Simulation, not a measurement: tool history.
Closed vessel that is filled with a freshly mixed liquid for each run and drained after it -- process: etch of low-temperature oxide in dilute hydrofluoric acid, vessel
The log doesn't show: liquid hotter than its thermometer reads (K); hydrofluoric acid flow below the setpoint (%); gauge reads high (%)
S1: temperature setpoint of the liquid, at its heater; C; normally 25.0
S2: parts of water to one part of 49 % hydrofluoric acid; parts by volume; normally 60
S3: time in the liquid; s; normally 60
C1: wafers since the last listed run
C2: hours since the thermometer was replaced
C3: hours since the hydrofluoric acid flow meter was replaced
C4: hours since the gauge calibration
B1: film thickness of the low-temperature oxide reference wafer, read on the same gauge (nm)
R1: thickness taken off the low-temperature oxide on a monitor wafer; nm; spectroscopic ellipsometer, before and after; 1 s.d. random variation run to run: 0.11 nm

Run 1, hour 0.0: usual settings but S2 50 parts by volume, S3 75 s; C1 0; C2 1662.6; C3 1300.3; C4 178.6; B1 150.01. Result: R1 42.52 nm.
Run 2, hour 26.2: usual settings; C1 1623; C2 1688.8; C3 1326.5; C4 204.8; B1 150.01. Result: R1 27.97 nm.
Run 3, hour 57.4: usual settings but S2 70 parts by volume; C1 1933; C2 1720.0; C3 1357.7; C4 236.0; B1 150.02. Result: R1 23.87 nm.
Run 4, hour 83.6: usual settings but S2 70 parts by volume; C1 1623; C2 1746.2; C3 1383.9; C4 262.2; B1 150.01. Result: R1 23.63 nm.
Run 5, hour 110.3: usual settings but S2 70 parts by volume; C1 1654; C2 1772.9; C3 1410.6; C4 288.9; B1 150.00. Result: R1 23.69 nm.
Run 6, hour 126.8: usual settings; C1 1022; C2 1789.4; C3 1427.1; C4 305.4; B1 149.99. Result: R1 27.88 nm.
Run 7, hour 146.9: usual settings; C1 1245; C2 1809.5; C3 1447.2; C4 325.5; B1 150.00. Result: R1 28.01 nm.
Run 8, hour 162.4: usual settings; C1 960; C2 1825.0; C3 1462.7; C4 341.0; B1 150.01. Result: R1 27.66 nm.
At hour 187.6: hydrofluoric acid flow meter replaced.
Run 9, hour 188.9: usual settings; C1 1580; C2 1851.5; C3 1.3; C4 367.5; B1 150.00. Result: R1 25.58 nm.
Run 10, hour 214.9: usual settings but S1 23.0 C, S3 70 s; C1 1611; C2 1877.5; C3 27.3; C4 393.5; B1 150.00. Result: R1 27.50 nm.
At hour 232.4: gauge calibrated.
At hour 239.2: thermometer replaced.
Run 11, hour 245.7: usual settings but S3 80 s; C1 1846; C2 6.5; C3 58.1; C4 13.3; B1 149.99. Result: R1 33.66 nm.
At hour 247.1: hydrofluoric acid flow meter replaced, repeated, since the last time left the tool worse.
Run 12, hour 273.9: usual settings but S1 28.0 C, S2 40 parts by volume, S3 40 s; C1 1685; C2 34.7; C3 26.8; C4 41.5; B1 150.00. Result: R1 35.00 nm.
Run 13, hour 306.1: usual settings but S2 75 parts by volume; C1 1995; C2 66.9; C3 59.0; C4 73.7; B1 150.01. Result: R1 23.72 nm.
Run 14, hour 330.4: usual settings; C1 1505; C2 91.2; C3 83.3; C4 98.0; B1 150.00. Result: R1 30.04 nm.
Run 15, hour 363.4: usual settings but S1 29.5 C, S3 90 s; C1 2045; C2 124.2; C3 116.3; C4 131.0; B1 150.01. Result: R1 54.25 nm.
Run 16, hour 392.8: usual settings; C1 1821; C2 153.6; C3 145.7; C4 160.4; B1 150.00. Result: R1 30.14 nm.
Run 17, hour 416.3: usual settings; C1 1456; C2 177.1; C3 169.2; C4 183.9; B1 150.01. Result: R1 30.04 nm.
Run 18, hour 459.4: usual settings; C1 2671; C2 220.2; C3 212.3; C4 227.0; B1 150.01. Result: R1 29.96 nm.

What was the tool's hidden state at every run in the log?
liquid hotter than its thermometer reads (K): 0, the same for each run
gauge reads high (%): 0, the same for each run
H1: hydrofluoric acid flow below the setpoint (%)
run    H1
  1  7.15
  2  7.28
  3  7.44
  4  7.58
  5  7.72
  6   7.8
  7  7.91
  8  7.99
  9  15.3
 10  15.4
 11  15.6
 12  0.99
 13  1.16
 14  1.28
 15  1.45
 16  1.61
 17  1.73
 18  1.95
